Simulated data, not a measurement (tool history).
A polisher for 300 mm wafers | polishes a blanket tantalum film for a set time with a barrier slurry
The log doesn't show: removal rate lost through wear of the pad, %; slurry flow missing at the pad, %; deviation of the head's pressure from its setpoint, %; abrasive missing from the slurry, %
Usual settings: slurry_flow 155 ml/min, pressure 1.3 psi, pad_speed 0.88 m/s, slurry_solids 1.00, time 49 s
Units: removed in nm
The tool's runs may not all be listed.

run,hour,slurry_flow,pressure,pad_speed,slurry_solids,time,wafers since the last listed run,wafers polished on this pad,hours since the slurry nozzle was cleaned,hours since the head pressure was calibrated,hours since the slurry blender was calibrated,"incoming thickness of the incoming film, nm",removed
1,0.0,155,1.3,0.96,1.00,59,0,521,361.2,724.6,277.6,315.3,48.7
2,17.1,155,1.3,0.88,1.00,57,256,778,378.3,741.7,294.7,317.8,44.8
3,30.5,155,1.3,0.88,1.00,49,200,978,391.7,755.1,308.1,321.3,37.3
4,43.7,155,1.3,0.88,1.00,49,197,1176,404.9,768.3,321.3,315.7,38.3
5,67.5,155,1.3,0.88,1.00,49,356,1533,428.7,792.1,345.1,319.3,37.9
6,81.5,155,1.3,0.88,1.00,49,209,1743,442.7,806.1,359.1,323.1,36.8
# hour 102.2: slurry blender recalibrated
7,104.5,155,1.3,0.88,1.00,49,314,2058,465.7,829.1,2.3,319.7,36.7
8,132.6,155,1.3,0.88,1.00,49,421,2479,493.8,857.2,30.4,322.0,35.9
# hour 141.4: worn pad replaced by a new one
# hour 143.0: slurry nozzle cleaned
9,161.8,155,1.3,0.88,0.85,49,362,291,18.8,886.4,59.6,319.1,40.0
10,193.2,155,1.3,0.88,0.85,49,470,761,50.2,917.8,91.0,320.5,38.5
11,209.9,115,1.3,1.16,1.00,35,250,1012,66.9,934.5,107.7,323.9,34.0
12,223.2,130,1.1,0.88,1.25,49,199,1211,80.2,947.8,121.0,315.3,39.4
13,239.9,155,1.3,0.88,0.90,49,250,1462,96.9,964.5,137.7,318.6,41.7
# hour 274.2: head pressure recalibrated
14,319.7,155,1.3,0.62,1.00,49,1166,2628,176.7,45.5,217.5,322.3,33.5
15,341.8,155,1.3,0.88,1.00,49,331,2959,198.8,67.6,239.6,325.7,42.0
# hour 346.1: worn pad replaced by a new one
16,368.9,155,1.3,0.88,1.00,61,346,342,225.9,94.7,266.7,321.4,51.6
17,402.6,180,0.9,0.88,1.00,49,505,847,259.6,128.4,300.4,319.1,32.4
18,417.3,155,1.3,0.72,1.20,49,220,1068,274.3,143.1,315.1,314.5,39.5
19,444.6,155,1.3,0.88,1.00,49,409,1477,301.6,170.4,342.4,320.8,39.9
20,464.2,135,1.3,0.78,1.00,49,293,1771,321.2,190.0,362.0,316.9,34.8
21,492.4,155,1.3,0.72,1.20,49,422,2194,349.4,218.2,390.2,322.2,37.8
# hour 526.5: slurry blender recalibrated
22,527.1,155,1.3,0.88,1.00,38,490,2684,384.1,252.9,0.6,323.8,30.5
23,541.6,155,1.0,0.88,1.00,49,217,2901,398.6,267.4,15.1,317.8,33.1
# hour 547.4: worn pad replaced by a new one
24,561.6,155,1.3,1.10,1.00,33,239,212,418.6,287.4,35.1,324.2,29.8
25,581.8,155,1.3,0.88,1.00,49,302,515,438.8,307.6,55.3,319.5,39.3
26,608.2,155,1.3,0.88,1.00,49,395,911,465.2,334.0,81.7,321.7,38.4
27,628.2,155,1.0,1.00,1.00,49,299,1211,485.2,354.0,101.7,318.3,34.5
28,647.5,155,1.6,0.88,1.15,49,289,1500,504.5,373.3,121.0,319.3,48.6
29,676.6,155,1.3,0.88,1.00,49,436,1936,533.6,402.4,150.1,323.0,40.1
30,702.7,155,1.3,0.88,1.00,49,391,2328,559.7,428.5,176.2,321.2,39.3

Measured less the same run without the tool's hidden state. The same run-to-run variation is in both; the gauge's scatter may not be:
run,removed
1,-8.8
2,-8.4
3,-7.1
4,-7.5
5,-7.5
6,-7.5
7,-7.5
8,-7.6
9,-0.5
10,-1.0
11,-1.5
12,-1.9
13,-1.9
14,-2.6
15,-3.5
16,-4.8
17,-2.8
18,-4.2
19,-4.6
20,-4.7
21,-4.6
22,-4.0
23,-4.4
24,-4.1
25,-5.5
26,-5.5
27,-5.0
28,-7.1
29,-6.0
30,-6.0
